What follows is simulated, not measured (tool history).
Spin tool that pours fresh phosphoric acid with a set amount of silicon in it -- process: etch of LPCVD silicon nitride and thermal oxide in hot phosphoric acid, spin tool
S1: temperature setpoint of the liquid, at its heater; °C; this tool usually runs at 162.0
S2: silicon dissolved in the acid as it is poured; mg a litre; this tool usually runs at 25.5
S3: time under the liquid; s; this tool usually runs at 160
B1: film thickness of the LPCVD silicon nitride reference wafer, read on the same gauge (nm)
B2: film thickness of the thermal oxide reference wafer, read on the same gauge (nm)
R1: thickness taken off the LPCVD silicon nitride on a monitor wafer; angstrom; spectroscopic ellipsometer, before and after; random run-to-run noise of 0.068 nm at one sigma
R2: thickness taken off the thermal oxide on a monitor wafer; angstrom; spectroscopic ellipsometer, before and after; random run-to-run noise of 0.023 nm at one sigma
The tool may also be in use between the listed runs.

run    hour     S1    S2   S3      B1       B2     R1    R2
  1     0.0  162.0  25.5  160  106.95  106.996  147.8  2.78
  2   100.4  162.0  25.5  160  106.51  106.519  147.2  2.74
  3   170.6  162.0  25.5  195  106.21  106.198  179.4  3.46
  4   307.8  162.0  25.5  195  105.84  105.872  177.6  3.47
  5   451.6  162.0  25.5  160  105.58  105.574  147.0  2.64
  6   524.7  162.0  25.5  160  105.49  105.489  145.9  2.66
      558.7  -- gauge calibrated
  7   596.0  161.5  25.5  160  109.36  109.356  149.0  2.38
  8   642.2  161.5  25.5  160  108.82  108.856  147.4  2.84
  9   734.7  162.0  25.5  160  107.94  107.949  149.0  3.17
 10   802.5  162.0  25.5  160  107.43  107.413  149.3  2.79
 11   859.9  162.0  25.5  225  107.08  107.076  207.5  3.70
 12   941.1  162.0  25.5  160  106.69  106.671  148.3  2.73
      991.6  -- heated supply line repaired
 13   993.8  161.0  16.5  105  106.43  106.426   93.7  1.95
     1017.9  -- thermometer replaced
 14  1073.4  164.5   7.0  125  106.14  106.179  124.9  3.67
 15  1111.5  162.0  25.5  160  106.04  106.034  146.9  2.86
 16  1205.0  164.0  34.5  160  105.82  105.838  155.8  2.26
     1274.4  -- dissolved silicon flow meter replaced
 17  1380.1  161.0  19.0  130  105.53  105.536  115.1  2.66
 18  1445.5  159.5  25.5  115  105.45  105.474   96.3  1.52
 19  1532.0  162.0  31.0  160  105.35  105.381  145.0  2.14
 20  1595.4  162.0  25.5  120  105.33  105.331  109.3  2.14
     1626.2  -- gauge calibrated
 21  1679.6  161.0  14.5  245  108.47  108.484  220.7  5.05

5 options for the next run, each taken on its own from the tool as it stands now. Forecast them:
  A  1680.1  162.0  25.5  160   ?   ?   ?   ?
  B  1680.1  165.0  14.5  135   ?   ?   ?   ?
  C  1680.1  164.5  31.5  240   ?   ?   ?   ?
  D  1680.1  162.0  34.5  160   ?   ?   ?   ?
  E  1680.1  162.0  25.5   70   ?   ?   ?   ?

run      B1       B2     R1    R2
  A  108.44  108.425  148.7  2.29
  B  108.44  108.425  138.5  3.30
  C  108.44  108.425  242.2  3.29
  D  108.44  108.425  148.7  1.59
  E  108.44  108.425   65.0  1.00
Take away the tool's hidden state, keep each run's random variation, and the runs would have read:
run     R1    R2
  A  150.8  2.32
  B  140.5  3.35
  C  245.7  3.33
  D  150.8  1.62
  E   66.0  1.02

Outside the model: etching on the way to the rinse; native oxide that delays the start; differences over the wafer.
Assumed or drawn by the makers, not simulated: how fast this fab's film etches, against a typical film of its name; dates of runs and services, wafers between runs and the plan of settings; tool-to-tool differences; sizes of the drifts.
